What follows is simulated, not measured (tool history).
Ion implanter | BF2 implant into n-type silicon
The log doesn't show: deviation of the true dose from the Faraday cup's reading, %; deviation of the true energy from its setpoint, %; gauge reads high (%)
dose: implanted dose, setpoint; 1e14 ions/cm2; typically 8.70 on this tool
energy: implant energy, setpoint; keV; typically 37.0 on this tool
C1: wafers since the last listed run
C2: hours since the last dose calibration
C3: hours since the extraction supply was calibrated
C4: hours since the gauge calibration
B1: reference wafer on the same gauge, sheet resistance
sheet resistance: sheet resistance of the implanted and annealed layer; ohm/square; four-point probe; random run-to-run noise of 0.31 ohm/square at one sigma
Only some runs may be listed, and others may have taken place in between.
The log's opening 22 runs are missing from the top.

{"day": 14.379, "done": "gauge calibrated"}
{"run": 23, "day": 14.829, "dose": 8.7, "energy": 37.0, "C1": 375, "C2": 17.2, "C3": 139.8, "C4": 10.8, "B1": 143.95, "sheet resistance": 136.22}
{"run": 24, "day": 15.167, "dose": 8.7, "energy": 37.0, "C1": 181, "C2": 25.3, "C3": 147.9, "C4": 18.9, "B1": 143.97, "sheet resistance": 136.45}
{"run": 25, "day": 15.667, "dose": 8.7, "energy": 37.0, "C1": 269, "C2": 37.3, "C3": 159.9, "C4": 30.9, "B1": 144.0, "sheet resistance": 136.69}
{"run": 26, "day": 16.267, "dose": 8.7, "energy": 37.0, "C1": 323, "C2": 51.7, "C3": 174.3, "C4": 45.3, "B1": 143.92, "sheet resistance": 136.94}
{"run": 27, "day": 16.896, "dose": 9.36, "energy": 31.5, "C1": 339, "C2": 66.8, "C3": 189.4, "C4": 60.4, "B1": 144.01, "sheet resistance": 138.08}
{"run": 28, "day": 17.429, "dose": 7.4, "energy": 29.0, "C1": 287, "C2": 79.6, "C3": 202.2, "C4": 73.2, "B1": 144.01, "sheet resistance": 161.47}
{"run": 29, "day": 17.883, "dose": 8.7, "energy": 37.0, "C1": 244, "C2": 90.5, "C3": 213.1, "C4": 84.1, "B1": 143.99, "sheet resistance": 136.87}
{"run": 30, "day": 18.583, "dose": 8.7, "energy": 37.0, "C1": 377, "C2": 107.3, "C3": 229.9, "C4": 100.9, "B1": 143.96, "sheet resistance": 135.87}
{"run": 31, "day": 19.017, "dose": 7.3, "energy": 28.5, "C1": 233, "C2": 117.7, "C3": 240.3, "C4": 111.3, "B1": 143.97, "sheet resistance": 163.66}
{"run": 32, "day": 19.721, "dose": 11.21, "energy": 24.5, "C1": 379, "C2": 134.6, "C3": 257.2, "C4": 128.2, "B1": 143.99, "sheet resistance": 143.86}
{"run": 33, "day": 20.104, "dose": 8.7, "energy": 37.0, "C1": 206, "C2": 143.8, "C3": 266.4, "C4": 137.4, "B1": 143.97, "sheet resistance": 136.52}
{"run": 34, "day": 20.833, "dose": 8.7, "energy": 37.0, "C1": 393, "C2": 161.3, "C3": 283.9, "C4": 154.9, "B1": 144.0, "sheet resistance": 136.45}
{"run": 35, "day": 21.529, "dose": 8.7, "energy": 44.0, "C1": 375, "C2": 178.0, "C3": 300.6, "C4": 171.6, "B1": 144.02, "sheet resistance": 130.05}
{"run": 36, "day": 22.05, "dose": 11.04, "energy": 46.5, "C1": 280, "C2": 190.5, "C3": 313.1, "C4": 184.1, "B1": 144.0, "sheet resistance": 110.74}

Predict each of these 5 candidate next runs independently; none follows another, all start after run 36:
{"run": "A", "day": 22.067, "dose": 10.51, "energy": 37.0, "C1": 8, "C2": 190.9, "C3": 313.5, "C4": 184.5, "B1": "?", "sheet resistance": "?"}
{"run": "B", "day": 22.067, "dose": 10.71, "energy": 33.5, "C1": 8, "C2": 190.9, "C3": 313.5, "C4": 184.5, "B1": "?", "sheet resistance": "?"}
{"run": "C", "day": 22.067, "dose": 6.52, "energy": 33.5, "C1": 8, "C2": 190.9, "C3": 313.5, "C4": 184.5, "B1": "?", "sheet resistance": "?"}
{"run": "D", "day": 22.067, "dose": 8.7, "energy": 30.0, "C1": 8, "C2": 190.9, "C3": 313.5, "C4": 184.5, "B1": "?", "sheet resistance": "?"}
{"run": "E", "day": 22.067, "dose": 10.41, "energy": 41.0, "C1": 8, "C2": 190.9, "C3": 313.5, "C4": 184.5, "B1": "?", "sheet resistance": "?"}

run=A B1=143.98 sheet_resistance=122.60
run=B B1=143.98 sheet_resistance=126.49
run=C B1=143.98 sheet_resistance=169.03
run=D B1=143.98 sheet_resistance=145.84
run=E B1=143.98 sheet_resistance=118.67
With no hidden state in the tool, these same runs would have given:
run=A sheet_resistance=122.67
run=B sheet_resistance=126.56
run=C sheet_resistance=169.18
run=D sheet_resistance=145.94
run=E sheet_resistance=118.75
